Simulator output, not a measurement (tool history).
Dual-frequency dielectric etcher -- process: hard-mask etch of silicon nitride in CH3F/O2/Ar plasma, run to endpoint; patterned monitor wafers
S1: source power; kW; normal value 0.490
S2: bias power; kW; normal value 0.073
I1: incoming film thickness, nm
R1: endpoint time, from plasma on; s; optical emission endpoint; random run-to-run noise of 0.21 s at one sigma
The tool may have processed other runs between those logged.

Run 1, hour 0.0: usual settings; I1 34.75. Result: R1 52.7 s.
Run 2, hour 24.0: usual settings; I1 34.70. Result: R1 52.4 s.
Run 3, hour 94.5: usual settings; I1 35.07. Result: R1 53.6 s.
Run 4, hour 194.3: usual settings but S1 0.580 kW; I1 35.07. Result: R1 48.9 s.
Run 5, hour 235.7: usual settings but S1 0.580 kW; I1 34.84. Result: R1 48.8 s.
Run 6, hour 291.0: usual settings; I1 34.93. Result: R1 54.6 s.
Run 7, hour 343.7: usual settings; I1 35.25. Result: R1 55.3 s.
Run 8, hour 396.0: usual settings; I1 34.95. Result: R1 53.0 s.
Run 9, hour 421.3: usual settings; I1 35.11. Result: R1 53.1 s.
Run 10, hour 462.0: usual settings; I1 34.73. Result: R1 52.7 s.
Run 11, hour 486.5: usual settings; I1 34.89. Result: R1 53.0 s.
Run 12, hour 695.2: usual settings; I1 35.14. Result: R1 54.8 s.
Run 13, hour 765.4: usual settings; I1 34.76. Result: R1 54.3 s.
Run 14, hour 804.6: usual settings but S1 0.580 kW; I1 34.53. Result: R1 49.4 s.
Run 15, hour 848.5: usual settings but S2 0.079 kW; I1 35.12. Result: R1 53.9 s.
Run 16, hour 930.2: usual settings but S2 0.091 kW; I1 34.67. Result: R1 46.6 s.
Run 17, hour 966.0: usual settings but S1 0.580 kW, S2 0.063 kW; I1 34.99. Result: R1 50.1 s.
Run 18, hour 1006.2: usual settings; I1 35.17. Result: R1 52.6 s.
Run 19, hour 1058.6: usual settings but S1 0.390 kW, S2 0.068 kW; I1 35.05. Result: R1 62.7 s.
Run 20, hour 1124.4: usual settings but S2 0.067 kW; I1 34.84. Result: R1 54.6 s.
Run 21, hour 1184.8: usual settings but S1 0.580 kW, S2 0.063 kW; I1 34.82. Result: R1 51.0 s.
Run 22, hour 1236.5: usual settings but S1 0.430 kW, S2 0.068 kW; I1 34.84. Result: R1 59.5 s.
Run 23, hour 1280.8: usual settings but S1 0.410 kW; I1 34.91. Result: R1 59.6 s.
Run 24, hour 1323.9: usual settings but S1 0.430 kW, S2 0.086 kW; I1 34.98. Result: R1 54.3 s.
Run 25, hour 1533.1: usual settings but S1 0.430 kW, S2 0.087 kW; I1 34.85. Result: R1 52.4 s.
Run 26, hour 1604.4: usual settings but S1 0.400 kW, S2 0.078 kW; I1 35.29. Result: R1 59.0 s.
Run 27, hour 1648.0: usual settings but S1 0.520 kW, S2 0.089 kW; I1 35.10. Result: R1 47.2 s.
Run 28, hour 1718.9: usual settings but S2 0.065 kW; I1 35.04. Result: R1 56.2 s.
Run 29, hour 1755.5: usual settings; I1 35.07. Result: R1 53.2 s.
Run 30, hour 1819.2: usual settings but S1 0.440 kW, S2 0.079 kW; I1 35.28. Result: R1 55.9 s.
Run 31, hour 1863.5: usual settings but S2 0.057 kW; I1 35.00. Result: R1 59.8 s.
Run 32, hour 1912.4: usual settings but S1 0.540 kW, S2 0.063 kW; I1 34.95. Result: R1 51.9 s.
Run 33, hour 1934.2: usual settings but S1 0.610 kW, S2 0.089 kW; I1 34.85. Result: R1 41.9 s.
Run 34, hour 1961.4: usual settings but S1 0.390 kW, S2 0.091 kW; I1 34.76. Result: R1 54.4 s.
Run 35, hour 2006.2: usual settings; I1 34.64. Result: R1 51.7 s.
Run 36, hour 2033.4: usual settings; I1 35.17. Result: R1 52.7 s.

Between the runs listed above, the log contained 7 entries, not reproduced here. Where in the sequence does each belong, and how does what the log doesn't record of the tool's condition differ from the listed run before to the listed run after?
After run 5, before run 6: upper electrode replaced (hour 290.5)
  etch rate over this chamber's usual, %: -3.13 -> -3.65; source power that arrives over what is set, %: -3.24 -> -3.35
  measured minus no-state result, R1: +2.5 -> +3.1 s
After run 7, before run 8: wet clean of the chamber (hour 395.5)
  etch rate over this chamber's usual, %: -4.15 -> -0.197; source power that arrives over what is set, %: -3.45 -> -3.56
  measured minus no-state result, R1: +3.4 -> +1.3 s
After run 15, before run 16: source power generator calibrated (hour 853.6); wet clean of the chamber (hour 929.7)
  etch rate over this chamber's usual, %: -4.48 -> -0.241; source power that arrives over what is set, %: -4.55 -> -0.758
  measured minus no-state result, R1: +3.8 -> +0.3 s
After run 17, before run 18: bias power generator calibrated (hour 997.7)
  etch rate over this chamber's usual, %: -0.579 -> -0.96; source power that arrives over what is set, %: -0.76 -> -0.763
  measured minus no-state result, R1: +0.5 -> +0.7 s
After run 24, before run 25: wet clean of the chamber (hour 1378.4)
  etch rate over this chamber's usual, %: -3.96 -> -1.08; source power that arrives over what is set, %: -0.82 -> -0.89
  measured minus no-state result, R1: +2.4 -> +0.8 s
After run 31, before run 32: wet clean of the chamber (hour 1911.9)
  etch rate over this chamber's usual, %: -4.21 -> 0.00633; source power that arrives over what is set, %: -1.05 -> -1.08
  measured minus no-state result, R1: +2.8 -> +0.3 s

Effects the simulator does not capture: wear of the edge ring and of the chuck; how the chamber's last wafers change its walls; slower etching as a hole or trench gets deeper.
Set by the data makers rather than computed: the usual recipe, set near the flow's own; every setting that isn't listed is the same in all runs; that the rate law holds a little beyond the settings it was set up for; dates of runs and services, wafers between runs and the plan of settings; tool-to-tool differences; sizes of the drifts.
